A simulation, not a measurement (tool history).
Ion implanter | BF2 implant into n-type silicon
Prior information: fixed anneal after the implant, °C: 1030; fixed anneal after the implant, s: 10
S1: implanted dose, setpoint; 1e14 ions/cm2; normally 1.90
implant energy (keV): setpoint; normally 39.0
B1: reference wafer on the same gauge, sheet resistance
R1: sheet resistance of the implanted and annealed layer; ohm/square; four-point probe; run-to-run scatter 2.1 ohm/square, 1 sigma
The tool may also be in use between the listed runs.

{"run": 1, "hour": 0.0, "S1": 1.9, "implant energy (keV)": 39.0, "B1": 611.51, "R1": 542.44}
{"run": 2, "hour": 8.3, "S1": 1.9, "implant energy (keV)": 39.0, "B1": 611.04, "R1": 542.92}
{"run": 3, "hour": 20.4, "S1": 1.9, "implant energy (keV)": 39.0, "B1": 610.04, "R1": 543.51}
{"run": 4, "hour": 36.5, "S1": 1.9, "implant energy (keV)": 33.0, "B1": 610.74, "R1": 551.53}
{"run": 5, "hour": 49.6, "S1": 1.9, "implant energy (keV)": 33.0, "B1": 610.26, "R1": 557.72}
{"run": 6, "hour": 55.7, "S1": 1.9, "implant energy (keV)": 43.0, "B1": 609.72, "R1": 538.11}
{"run": 7, "hour": 97.1, "S1": 1.9, "implant energy (keV)": 39.0, "B1": 610.29, "R1": 545.9}
{"run": 8, "hour": 106.1, "S1": 1.9, "implant energy (keV)": 39.0, "B1": 611.17, "R1": 545.72}
{"hour": 114.3, "done": "gauge calibrated"}
{"run": 9, "hour": 122.6, "S1": 1.9, "implant energy (keV)": 39.0, "B1": 609.83, "R1": 545.86}
{"run": 10, "hour": 140.1, "S1": 1.57, "implant energy (keV)": 39.0, "B1": 610.87, "R1": 633.26}
{"run": 11, "hour": 150.0, "S1": 2.11, "implant energy (keV)": 48.5, "B1": 610.14, "R1": 487.68}
{"run": 12, "hour": 162.6, "S1": 1.9, "implant energy (keV)": 39.0, "B1": 610.23, "R1": 541.53}
{"run": 13, "hour": 171.9, "S1": 1.75, "implant energy (keV)": 30.0, "B1": 609.56, "R1": 598.99}
{"run": 14, "hour": 178.3, "S1": 1.9, "implant energy (keV)": 31.0, "B1": 609.9, "R1": 559.85}
{"run": 15, "hour": 188.8, "S1": 1.9, "implant energy (keV)": 39.0, "B1": 609.94, "R1": 542.16}
{"run": 16, "hour": 200.6, "S1": 1.65, "implant energy (keV)": 47.0, "B1": 609.74, "R1": 596.02}
{"hour": 208.7, "done": "extraction supply calibrated"}
{"run": 17, "hour": 215.9, "S1": 2.33, "implant energy (keV)": 31.5, "B1": 608.64, "R1": 468.39}
{"hour": 225.5, "done": "Faraday cup replaced and dose calibrated"}
{"run": 18, "hour": 226.0, "S1": 1.34, "implant energy (keV)": 49.5, "B1": 610.66, "R1": 729.06}
{"run": 19, "hour": 242.8, "S1": 1.9, "implant energy (keV)": 39.0, "B1": 610.56, "R1": 569.67}
{"run": 20, "hour": 257.4, "S1": 1.57, "implant energy (keV)": 51.5, "B1": 609.69, "R1": 632.93}
{"run": 21, "hour": 271.1, "S1": 2.19, "implant energy (keV)": 43.5, "B1": 609.79, "R1": 498.77}
{"run": 22, "hour": 286.6, "S1": 1.9, "implant energy (keV)": 34.0, "B1": 609.24, "R1": 571.21}
{"run": 23, "hour": 301.7, "S1": 2.28, "implant energy (keV)": 51.0, "B1": 608.89, "R1": 466.65}
{"run": 24, "hour": 318.3, "S1": 1.9, "implant energy (keV)": 39.0, "B1": 610.33, "R1": 561.44}

Alternative continuations, all from the tool just after run 24; predict every row:
{"run": "A", "hour": 318.7, "S1": 1.35, "implant energy (keV)": 39.0, "B1": "?", "R1": "?"}
{"run": "B", "hour": 318.7, "S1": 2.07, "implant energy (keV)": 27.0, "B1": "?", "R1": "?"}
{"run": "C", "hour": 318.7, "S1": 2.27, "implant energy (keV)": 51.5, "B1": "?", "R1": "?"}

run=A B1=610.65 R1=739.58
run=B B1=610.65 R1=546.29
run=C B1=610.65 R1=469.37
Without the tool's hidden state the same runs would have given:
run=A R1=748.75
run=B R1=553.37
run=C R1=475.35
